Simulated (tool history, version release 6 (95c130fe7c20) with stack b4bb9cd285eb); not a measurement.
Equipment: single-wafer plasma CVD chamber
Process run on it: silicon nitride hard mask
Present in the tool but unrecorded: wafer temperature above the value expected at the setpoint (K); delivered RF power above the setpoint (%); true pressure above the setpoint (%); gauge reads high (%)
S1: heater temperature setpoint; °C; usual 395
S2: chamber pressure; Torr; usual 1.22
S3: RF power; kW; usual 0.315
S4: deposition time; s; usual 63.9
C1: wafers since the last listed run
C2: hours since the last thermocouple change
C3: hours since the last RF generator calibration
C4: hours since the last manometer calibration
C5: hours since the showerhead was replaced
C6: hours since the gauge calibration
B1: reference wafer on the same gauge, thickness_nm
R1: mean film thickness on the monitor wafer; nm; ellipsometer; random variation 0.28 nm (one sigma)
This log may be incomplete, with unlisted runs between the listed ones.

Run 1, day 0: usual settings but S3 0.265 kW; C1 0; C2 2030.1; C3 1618.7; C4 2393.5; C5 4662.4; C6 64; B1 55.443. Result: R1 54.674 nm.
Run 2, day 1.208: usual settings; C1 756; C2 2059.1; C3 1647.7; C4 2422.5; C5 4691.4; C6 93; B1 55.376. Result: R1 65.436 nm.
Run 3, day 1.729: usual settings; C1 325; C2 2071.6; C3 1660.2; C4 2435; C5 4703.9; C6 105.5; B1 55.411. Result: R1 65.775 nm.
Run 4, day 3.004: usual settings; C1 797; C2 2102.2; C3 1690.8; C4 2465.6; C5 4734.5; C6 136.1; B1 55.244. Result: R1 65.423 nm.
Run 5, day 4.054: usual settings; C1 657; C2 2127.4; C3 1716; C4 2490.8; C5 4759.7; C6 161.3; B1 55.298. Result: R1 66.092 nm.
Run 6, day 5.533: usual settings; C1 925; C2 2162.9; C3 1751.5; C4 2526.3; C5 4795.2; C6 196.8; B1 55.104. Result: R1 65.357 nm.
Run 7, day 6.162: usual settings; C1 393; C2 2178; C3 1766.6; C4 2541.4; C5 4810.3; C6 211.9; B1 55.196. Result: R1 65.664 nm.
Run 8, day 7.088: usual settings but S3 0.355 kW, S4 56.1 s; C1 578; C2 2200.2; C3 1788.8; C4 2563.6; C5 4832.5; C6 234.1; B1 55.043. Result: R1 64.33 nm.
Run 9, day 8.258: usual settings but S4 60.5 s; C1 732; C2 2228.3; C3 1816.9; C4 2591.7; C5 4860.6; C6 262.2; B1 54.98. Result: R1 62.352 nm.
At day 8.771: capacitance manometer re-zeroed and calibrated.
Run 10, day 8.804: usual settings but S4 60.5 s; C1 132; C2 2241.4; C3 1830; C4 0.8; C5 4873.7; C6 275.3; B1 54.936. Result: R1 62.13 nm.
Run 11, day 9.317: usual settings; C1 320; C2 2253.7; C3 1842.3; C4 13.1; C5 4886; C6 287.6; B1 55.033. Result: R1 65.321 nm.
At day 10.246: showerhead replaced.
Run 12, day 10.267: usual settings; C1 385; C2 2276.5; C3 1865.1; C4 35.9; C5 0.5; C6 310.4; B1 55.067. Result: R1 65.527 nm.
At day 11.371: thermocouple changed; heater temperature recalibrated.
Run 13, day 11.392: usual settings but S1 390 °C, S2 1.07 Torr, S3 0.36 kW, S4 76.2 s; C1 495; C2 0.5; C3 1892.1; C4 62.9; C5 27.5; C6 337.4; B1 55.035. Result: R1 84.459 nm.
Run 14, day 11.833: usual settings but S1 402 °C, S3 0.3 kW; C1 276; C2 11.1; C3 1902.7; C4 73.5; C5 38.1; C6 348; B1 54.839. Result: R1 61.661 nm.
Run 15, day 13.296: usual settings but S2 1.3 Torr, S3 0.255 kW; C1 915; C2 46.2; C3 1937.8; C4 108.6; C5 73.2; C6 383.1; B1 54.747. Result: R1 52.621 nm.
Run 16, day 14.162: usual settings; C1 542; C2 67; C3 1958.6; C4 129.4; C5 94; C6 403.9; B1 54.625. Result: R1 65.052 nm.
Run 17, day 14.933: usual settings but S1 400 °C, S2 1.39 Torr, S3 0.36 kW, S4 69 s; C1 482; C2 85.5; C3 1977.1; C4 147.9; C5 112.5; C6 422.4; B1 54.676. Result: R1 81.663 nm.
Run 18, day 15.438: usual settings but S1 385 °C, S2 0.95 Torr, S3 0.335 kW, S4 58.7 s; C1 315; C2 97.6; C3 1989.2; C4 160; C5 124.6; C6 434.5; B1 54.555. Result: R1 59.394 nm.
Run 19, day 16.429: usual settings but S1 388 °C, S2 1.36 Torr, S3 0.28 kW; C1 620; C2 121.4; C3 2013; C4 183.8; C5 148.4; C6 458.3; B1 54.601. Result: R1 58.952 nm.
At day 17.275: RF generator calibrated.
Run 20, day 17.888: usual settings but S1 404 °C, S2 1.52 Torr, S3 0.275 kW; C1 704; C2 156.4; C3 14.7; C4 218.8; C5 183.4; C6 493.3; B1 54.584. Result: R1 58.887 nm.
At day 18.696: gauge calibrated.
Run 21, day 18.758: usual settings but S2 1.11 Torr, S3 0.25 kW; C1 544; C2 177.3; C3 35.6; C4 239.7; C5 204.3; C6 1.5; B1 55.533. Result: R1 49.853 nm.
Run 22, day 19.433: usual settings; C1 422; C2 193.5; C3 51.8; C4 255.9; C5 220.5; C6 17.7; B1 55.568. Result: R1 66.306 nm.
Run 23, day 20.112: usual settings but S2 1.13 Torr; C1 425; C2 209.8; C3 68.1; C4 272.2; C5 236.8; C6 34; B1 55.451. Result: R1 64.456 nm.
Run 24, day 21.388: usual settings; C1 797; C2 240.4; C3 98.7; C4 302.8; C5 267.4; C6 64.6; B1 55.35. Result: R1 65.961 nm.
Run 25, day 22.225: usual settings; C1 524; C2 260.5; C3 118.8; C4 322.9; C5 287.5; C6 84.7; B1 55.329. Result: R1 65.64 nm.
Run 26, day 23.696: usual settings; C1 920; C2 295.8; C3 154.1; C4 358.2; C5 322.8; C6 120; B1 55.297. Result: R1 66.256 nm.
Run 27, day 24.925: usual settings; C1 769; C2 325.3; C3 183.6; C4 387.7; C5 352.3; C6 149.5; B1 55.287. Result: R1 65.087 nm.
Run 28, day 25.612: usual settings but S4 55 s; C1 430; C2 341.8; C3 200.1; C4 404.2; C5 368.8; C6 166; B1 55.107. Result: R1 56.478 nm.

Predict each of these 5 candidate next runs independently; none follows another, all start after run 28:
Run A, day 25.629: usual settings but S3 0.335 kW; C1 10; C2 342.2; C3 200.5; C4 404.6; C5 369.2; C6 166.4; B1 ?. Result: R1 ?.
Run B, day 25.629: usual settings but S1 400 °C, S2 1.12 Torr, S3 0.37 kW, S4 73.1 s; C1 10; C2 342.2; C3 200.5; C4 404.6; C5 369.2; C6 166.4; B1 ?. Result: R1 ?.
Run C, day 25.629: usual settings but S4 51.5 s; C1 10; C2 342.2; C3 200.5; C4 404.6; C5 369.2; C6 166.4; B1 ?. Result: R1 ?.
Run D, day 25.629: usual settings but S1 402 °C, S4 52.8 s; C1 10; C2 342.2; C3 200.5; C4 404.6; C5 369.2; C6 166.4; B1 ?. Result: R1 ?.
Run E, day 25.629: usual settings but S1 390 °C, S4 74.2 s; C1 10; C2 342.2; C3 200.5; C4 404.6; C5 369.2; C6 166.4; B1 ?. Result: R1 ?.

run      B1      R1
  A  55.139  69.806
  B  55.139   84.99
  C  55.139  53.131
  D  55.139  54.304
  E  55.139  76.671
Take away the tool's hidden state, keep each run's random variation, and the runs would have read:
run      R1
  A  70.205
  B  85.476
  C  53.435
  D  54.614
  E  77.109
